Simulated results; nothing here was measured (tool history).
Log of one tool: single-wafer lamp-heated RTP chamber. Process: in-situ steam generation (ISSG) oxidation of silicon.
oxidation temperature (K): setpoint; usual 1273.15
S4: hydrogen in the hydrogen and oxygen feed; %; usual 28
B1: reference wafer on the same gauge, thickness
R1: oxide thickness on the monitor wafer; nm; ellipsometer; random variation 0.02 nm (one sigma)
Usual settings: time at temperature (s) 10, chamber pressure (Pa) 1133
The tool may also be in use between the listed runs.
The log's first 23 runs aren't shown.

At day 77.729: pyrometer window cleaned and pyrometer calibrated.
Run 24, day 79.975: usual settings but time at temperature (s) 8, chamber pressure (Pa) 1227; B1 3.575. Result: R1 4.002 nm.
Run 25, day 83.308: usual settings but oxidation temperature (K) 1260.15; B1 3.580. Result: R1 4.261 nm.
Run 26, day 86.100: usual settings; B1 3.578. Result: R1 4.486 nm.
Run 27, day 89.817: usual settings but oxidation temperature (K) 1289.15, time at temperature (s) 12, chamber pressure (Pa) 933; B1 3.581. Result: R1 5.211 nm.
Run 28, day 91.725: usual settings but oxidation temperature (K) 1253.15, S4 31 %; B1 3.577. Result: R1 4.385 nm.
Run 29, day 93.929: usual settings but oxidation temperature (K) 1260.15, S4 22 %; B1 3.579. Result: R1 4.089 nm.
Run 30, day 95.692: usual settings but chamber pressure (Pa) 1253; B1 3.585. Result: R1 4.418 nm.
At day 98.729: pyrometer window cleaned and pyrometer calibrated.
Run 31, day 99.371: usual settings but oxidation temperature (K) 1280.15, time at temperature (s) 9; B1 3.582. Result: R1 4.355 nm.

Forecast each of these 4 alternatives for the next run:
Run A, day 99.388: usual settings; B1 ?. Result: R1 ?.
Run B, day 99.388: usual settings but oxidation temperature (K) 1293.15, time at temperature (s) 7, chamber pressure (Pa) 973, S4 32 %; B1 ?. Result: R1 ?.
Run C, day 99.388: usual settings but oxidation temperature (K) 1291.15, chamber pressure (Pa) 973, S4 24 %; B1 ?. Result: R1 ?.
Run D, day 99.388: usual settings but oxidation temperature (K) 1280.15, chamber pressure (Pa) 933; B1 ?. Result: R1 ?.

run     B1     R1
  A  3.575  4.370
  B  3.575  4.227
  C  3.575  4.482
  D  3.575  4.499
Without the tool's hidden state the same runs would have given:
run     R1
  A  4.325
  B  4.183
  C  4.430
  D  4.451
